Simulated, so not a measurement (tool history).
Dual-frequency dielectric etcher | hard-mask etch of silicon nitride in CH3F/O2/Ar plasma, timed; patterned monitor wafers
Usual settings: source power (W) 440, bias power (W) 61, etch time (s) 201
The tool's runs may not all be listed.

run     day  source power (W)  bias power (W)  etch time (s)  wafers since the last listed run  hours since the last wet clean  hours since the last source power generator calibration  hours since the last bias power generator calibration  hours since the last upper electrode change  hours since the gauge calibration  read-back reference wafer on the same gauge, depth_nm  mean etch depth across the wafer (Å)
  1       0               440              61            201                                 0                             142                                                   2614.9                                                 1804.1                                       1507.5                              210.6                                                  130.9                                  1550
  2   1.829               440              61            201                               183                           185.9                                                   2658.8                                                   1848                                       1551.4                              254.5                                                  130.9                                  1548
  3   4.279               440              61            201                               246                           244.7                                                   2717.6                                                 1906.8                                       1610.2                              313.3                                                    131                                  1543
  4   6.983               360              72            201                               271                           309.6                                                   2782.5                                                 1971.7                                       1675.1                              378.2                                                  130.9                                  1521
  5   9.208               360              72            201                               223                             363                                                   2835.9                                                 2025.1                                       1728.5                              431.6                                                  131.1                                  1511
  6  10.354               360              72            201                               115                           390.5                                                   2863.4                                                 2052.6                                         1756                              459.1                                                    131                                  1517
  7  12.758               440              61            201                               241                           448.2                                                   2921.1                                                 2110.3                                       1813.7                              516.8                                                    131                                  1531
  8  15.188               440              61            201                               244                           506.5                                                   2979.4                                                 2168.6                                         1872                              575.1                                                    131                                  1531
     17.208  -- wet clean of the chamber
  9    17.8               440              61            201                               162                            14.2                                                   3042.1                                                 2231.3                                       1934.7                              637.8                                                  131.2                                  1552
 10  18.833               440              61            201                               103                              39                                                   3066.9                                                 2256.1                                       1959.5                              662.6                                                  130.9                                  1557
 11  21.154               440              61            201                               233                            94.7                                                   3122.6                                                 2311.8                                       2015.2                              718.3                                                    131                                  1553
 12  22.996               440              61            201                               185                           138.9                                                   3166.8                                                   2356                                       2059.4                              762.5                                                    131                                  1549
     23.883  -- gauge calibrated
     30.925  -- source power generator calibrated
 13      31               440              61            201                               788                             331                                                      1.8                                                 2548.1                                       2251.5                              170.8                                                  130.8                                  1544
 14  32.688               510              51            163                               169                           371.5                                                     42.3                                                 2588.6                                         2292                              211.3                                                  131.1                                  1237
 15  33.992               340              49          173.5                               131                           402.8                                                     73.6                                                 2619.9                                       2323.3                              242.6                                                  130.9                                  1113
     35.658  -- bias power generator calibrated
 16  36.238               440              61            201                               209                           456.7                                                    127.5                                                   13.9                                       2377.2                              296.5                                                  130.9                                  1532
     38.779  -- upper electrode replaced
 17    38.8               440              61            201                               157                           518.2                                                      189                                                   75.4                                          0.5                                358                                                  131.1                                  1523
 18  39.229               490              73            224                                43                           528.5                                                    199.3                                                   85.7                                         10.8                              368.3                                                    131                                  1889
     41.525  -- wet clean of the chamber
 19  41.546               360              72            201                               132                             0.5                                                    254.9                                                  141.3                                         66.4                              423.9                                                  130.9                                  1533
 20  43.525               370              61            252                               199                              48                                                    302.4                                                  188.8                                        113.9                              471.4                                                  130.9                                  1815
 21  45.883               440              61            201                               237                           104.6                                                      359                                                  245.4                                        170.5                                528                                                  131.1                                  1549
 22  46.958               440              73            201                               108                           130.4                                                    384.8                                                  271.2                                        196.3                              553.8                                                  130.9                                  1655
 23  48.033               360              61            201                               108                           156.2                                                    410.6                                                    297                                        222.1                              579.6                                                    131                                  1425
 24  49.767               360              71          216.5                               174                           197.8                                                    452.2                                                  338.6                                        263.7                              621.2                                                    131                                  1623
 25   51.45               440              61            229                               169                           238.2                                                    492.6                                                    379                                        304.1                              661.6                                                    131                                  1750
     53.183  -- gauge calibrated
 26  54.146               550              61          146.5                               271                           302.9                                                    557.3                                                  443.7                                        368.8                               23.1                                                    131                                  1218
 27  55.742               380              61            258                               160                           341.2                                                    595.6                                                    482                                        407.1                               61.4                                                  131.1                                  1857

Forecast each of these 5 alternatives for the next run:
  A  55.762               440              61            201                                 2                           341.7                                                    596.1                                                  482.5                                        407.6                               61.9                                                      ?                                     ?
  B  55.762               440              56          153.5                                 2                           341.7                                                    596.1                                                  482.5                                        407.6                               61.9                                                      ?                                     ?
  C  55.762               350              66          161.5                                 2                           341.7                                                    596.1                                                  482.5                                        407.6                               61.9                                                      ?                                     ?
  D  55.762               550              51            164                                 2                           341.7                                                    596.1                                                  482.5                                        407.6                               61.9                                                      ?                                     ?
  E  55.762               440              73            159                                 2                           341.7                                                    596.1                                                  482.5                                        407.6                               61.9                                                      ?                                     ?

run  read-back reference wafer on the same gauge, depth_nm  mean etch depth across the wafer (Å)
  A                                                    131                                  1530
  B                                                    131                                  1133
  C                                                    131                                  1162
  D                                                    131                                  1276
  E                                                    131                                  1292
Without the tool's hidden state the same runs would have given:
run  mean etch depth across the wafer (Å)
  A                                  1558
  B                                  1154
  C                                  1184
  D                                  1300
  E                                  1316

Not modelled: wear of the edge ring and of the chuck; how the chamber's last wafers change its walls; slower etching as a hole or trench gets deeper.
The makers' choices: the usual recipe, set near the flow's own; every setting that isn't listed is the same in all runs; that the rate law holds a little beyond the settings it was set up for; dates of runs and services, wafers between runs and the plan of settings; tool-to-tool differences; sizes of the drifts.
